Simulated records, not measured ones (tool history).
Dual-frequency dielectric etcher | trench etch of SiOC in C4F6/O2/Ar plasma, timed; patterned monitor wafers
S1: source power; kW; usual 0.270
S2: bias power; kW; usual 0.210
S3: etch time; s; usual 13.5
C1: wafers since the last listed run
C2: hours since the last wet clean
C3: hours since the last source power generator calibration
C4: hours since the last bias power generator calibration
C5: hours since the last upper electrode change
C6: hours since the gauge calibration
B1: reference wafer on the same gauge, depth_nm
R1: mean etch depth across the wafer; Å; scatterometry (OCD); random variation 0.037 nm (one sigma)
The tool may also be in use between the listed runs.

run   hour     S1     S2    S3   C1     C2      C3      C4      C5     C6     B1     R1
  1    0.0  0.270  0.177  13.5    0  174.4  1561.2  3916.9  5025.4   55.0  23.91  236.1
  2   16.5  0.270  0.177  13.5  167  190.9  1577.7  3933.4  5041.9   71.5  23.90  236.7
  3   26.3  0.270  0.177  13.5   99  200.7  1587.5  3943.2  5051.7   81.3  23.90  236.7
  4   39.1  0.220  0.210  13.5  129  213.5  1600.3  3956.0  5064.5   94.1  23.91  225.2
  5   46.6  0.220  0.210  13.5   75  221.0  1607.8  3963.5  5072.0  101.6  23.89  225.5
  6   56.1  0.220  0.210  13.5   96  230.5  1617.3  3973.0  5081.5  111.1  23.91  225.5
  7   73.6  0.270  0.210  13.5  177  248.0  1634.8  3990.5  5099.0  128.6  23.88  247.2
  8   79.9  0.270  0.210  13.5   63  254.3  1641.1  3996.8  5105.3  134.9  23.90  246.4
  9  105.5  0.270  0.210  13.5  259  279.9  1666.7  4022.4  5130.9  160.5  23.88  247.2
 10  120.3  0.270  0.210  13.5  149  294.7  1681.5  4037.2  5145.7  175.3  23.91  247.1
 11  130.4  0.270  0.179  13.5  102  304.8  1691.6  4047.3  5155.8  185.4  23.90  238.2
 12  141.0  0.270  0.189  13.5  107  315.4  1702.2  4057.9  5166.4  196.0  23.90  241.0
 13  149.7  0.270  0.189  13.5   88  324.1  1710.9  4066.6  5175.1  204.7  23.90  241.0
     167.4  -- bias power generator calibrated
     185.7  -- wet clean of the chamber
     209.5  -- upper electrode replaced
 14  210.0  0.270  0.193  13.5  143   24.3  1771.2    42.6     0.5  265.0  23.89  240.3
 15  210.3  0.310  0.162  14.5    3   24.6  1771.5    42.9     0.8  265.3  23.91  263.0
 16  210.6  0.220  0.210  13.5    3   24.9  1771.8    43.2     1.1  265.6  23.90  224.4
 17  211.0  0.270  0.232  10.5    4   25.3  1772.2    43.6     1.5  266.0  23.90  195.9
 18  213.2  0.300  0.182  10.0   22   27.5  1774.4    45.8     3.7  268.2  23.90  183.8
 19  226.1  0.300  0.210  11.0  130   40.4  1787.3    58.7    16.6  281.1  23.91  209.2
 20  232.3  0.250  0.233   9.5   62   46.6  1793.5    64.9    22.8  287.3  23.90  171.5
     243.5  -- source power generator calibrated
 21  248.4  0.310  0.210  10.0  122   62.7     4.9    81.0    38.9  303.4  23.90  193.3
     251.6  -- gauge calibrated
 22  263.6  0.330  0.250  17.0  154   77.9    20.1    96.2    54.1   12.0  23.90  354.2
 23  274.3  0.310  0.164  16.5  108   88.6    30.8   106.9    64.8   22.7  23.90  301.4
 24  292.1  0.250  0.233   9.5  180  106.4    48.6   124.7    82.6   40.5  23.91  171.8
 25  304.4  0.270  0.210  11.5  124  118.7    60.9   137.0    94.9   52.8  23.88  209.3
 26  319.4  0.240  0.194  13.5  151  133.7    75.9   152.0   109.9   67.8  23.91  229.3
 27  325.9  0.250  0.252  13.5   65  140.2    82.4   158.5   116.4   74.3  23.90  249.3
 28  332.2  0.270  0.175  14.5   63  146.5    88.7   164.8   122.7   80.6  23.89  253.3

The same runs without the tool's hidden state, with the same run-to-run variation:
The hidden state here: etch rate over this chamber's usual, %; source power that arrives over what is set, %; bias power that arrives over what is set, %; gauge reads high (%).
run     R1
  1  234.6
  2  235.0
  3  235.0
  4  223.5
  5  223.8
  6  223.7
  7  245.1
  8  244.2
  9  244.9
 10  244.6
 11  235.8
 12  238.5
 13  238.4
 14  239.9
 15  262.5
 16  224.0
 17  195.5
 18  183.4
 19  208.8
 20  171.1
 21  192.7
 22  353.0
 23  300.3
 24  171.1
 25  208.4
 26  228.1
 27  248.0
 28  251.9
